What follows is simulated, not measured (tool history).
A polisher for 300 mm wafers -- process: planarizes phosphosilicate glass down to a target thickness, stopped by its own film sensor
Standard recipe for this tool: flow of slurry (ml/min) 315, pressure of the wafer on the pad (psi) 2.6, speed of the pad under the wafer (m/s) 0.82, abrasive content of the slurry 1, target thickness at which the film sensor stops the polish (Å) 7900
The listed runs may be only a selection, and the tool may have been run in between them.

run	hour	flow of slurry (ml/min)	pressure of the wafer on the pad (psi)	speed of the pad under the wafer (m/s)	abrasive content of the slurry	target thickness at which the film sensor stops the polish (Å)	wafers since the last listed run	wafers polished on this pad	hours since the slurry nozzle was cleaned	hours since the head pressure was calibrated	hours since the slurry blender was calibrated	hours since the conditioning disc was replaced	incoming thickness of the incoming film, nm	time until the film sensor stopped the polish (s)
1	0	315	2.6	0.82	1	7900	0	1132	84.7	422.9	119.5	81.5	1387.1	105.8
2	148.9	315	2.6	0.82	1	7900	1098	2230	233.6	571.8	268.4	230.4	1357.8	99.6
3	201.2	315	2.6	0.82	1	7900	385	2616	285.9	624.1	320.7	282.7	1378.8	104.7
# hour 248.3: worn pad replaced by a new one
4	272.5	315	2.6	0.82	1	7900	496	178	357.2	695.4	392	354	1383.3	104.5
5	319.8	315	2.6	0.82	1	7350	348	527	404.5	742.7	439.3	401.3	1358.8	110.6
# hour 339.3: conditioning disc replaced and pad reconditioned
# hour 355.4: slurry nozzle cleaned
# hour 399.5: slurry blender recalibrated
6	410.4	315	2.6	0.82	1	7350	631	1158	55	833.3	10.9	71.1	1388.2	114.3
7	517.2	315	2.6	0.82	1	7350	787	1946	161.8	940.1	117.7	177.9	1386.5	115.1
# hour 545.2: head pressure recalibrated
8	569.3	315	2.6	1.04	1	7900	369	2315	213.9	24.1	169.8	230	1372.9	88.8
9	629.7	315	2.6	1.04	1	7900	445	2761	274.3	84.5	230.2	290.4	1372	88
# hour 734.4: worn pad replaced by a new one, of another model than before
# hour 756: slurry nozzle cleaned
# hour 824.7: conditioning disc replaced and pad reconditioned
10	880.2	315	2.6	0.82	1	7350	1795	1053	124.2	335	480.7	55.5	1378.7	116.6
# hour 925.9: slurry blender recalibrated
11	937.3	315	2.6	0.82	0.9	7900	406	1459	181.3	392.1	11.4	112.6	1351.3	105.1
12	1025.5	315	2.6	0.96	1	6520	650	2109	269.5	480.3	99.6	200.8	1370.6	115.3
13	1078.7	315	2.6	0.82	1	7900	392	2502	322.7	533.5	152.8	254	1345.9	99.7
14	1179.3	245	2.6	0.68	1	6070	741	3244	423.3	634.1	253.4	354.6	1350.2	152.5
# hour 1230: slurry nozzle cleaned
15	1250.7	410	2.6	0.82	1.2	7900	519	3763	20.7	705.5	324.8	426	1369.8	94.5
# hour 1270.6: worn pad replaced by a new one
16	1324.4	355	2.1	0.82	1.15	6500	514	396	94.4	779.2	398.5	499.7	1349.3	134.9
# hour 1340.2: conditioning disc replaced and pad reconditioned
# hour 1377: head pressure recalibrated
# hour 1381.6: slurry blender recalibrated
17	1429.2	365	2.6	1.1	1	6990	728	1125	199.2	52.2	47.6	89	1352.6	97.8
18	1506	315	2.6	0.82	1	7900	566	1691	276	129	124.4	165.8	1378.8	106.3
19	1606.9	365	2.6	1.1	1	6990	744	2435	376.9	229.9	225.3	266.7	1356.2	99.3
# hour 1674.1: worn pad replaced by a new one
20	1681.5	315	3.3	0.96	0.8	7900	520	54	451.5	304.5	299.9	341.3	1398	92
21	1728.3	315	2.6	0.64	1.1	7130	345	399	498.3	351.3	346.7	388.1	1368.4	132.7
# hour 1768.3: slurry nozzle cleaned
# hour 1790: slurry blender recalibrated
# hour 1794.4: conditioning disc replaced and pad reconditioned
22	1794.9	315	2.6	0.82	1.25	7900	454	854	26.6	417.9	4.9	0.5	1378.6	96.7
23	1851.2	315	2.6	0.82	1	7900	415	1269	82.9	474.2	61.2	56.8	1357.4	100.5

For each run, what was the tool's unlogged condition?
removal rate lost through wear of the pad, %: 0 at every run
slurry flow missing at the pad, %: 0 at every run
abrasive missing from the slurry, %: 0 at every run
time polished since the conditioner stopped cutting, s: 0 at every run
H1: deviation of the head's pressure from its setpoint, %
run	H1
1	4.6
2	5.16
3	5.3
4	5.46
5	5.55
6	5.68
7	5.8
8	0.258
9	1.16
10	3.51
11	3.83
12	4.23
13	4.42
14	4.7
15	4.86
16	4.98
17	1
18	2.03
19	3.05
20	3.62
21	3.91
22	4.26
23	4.51
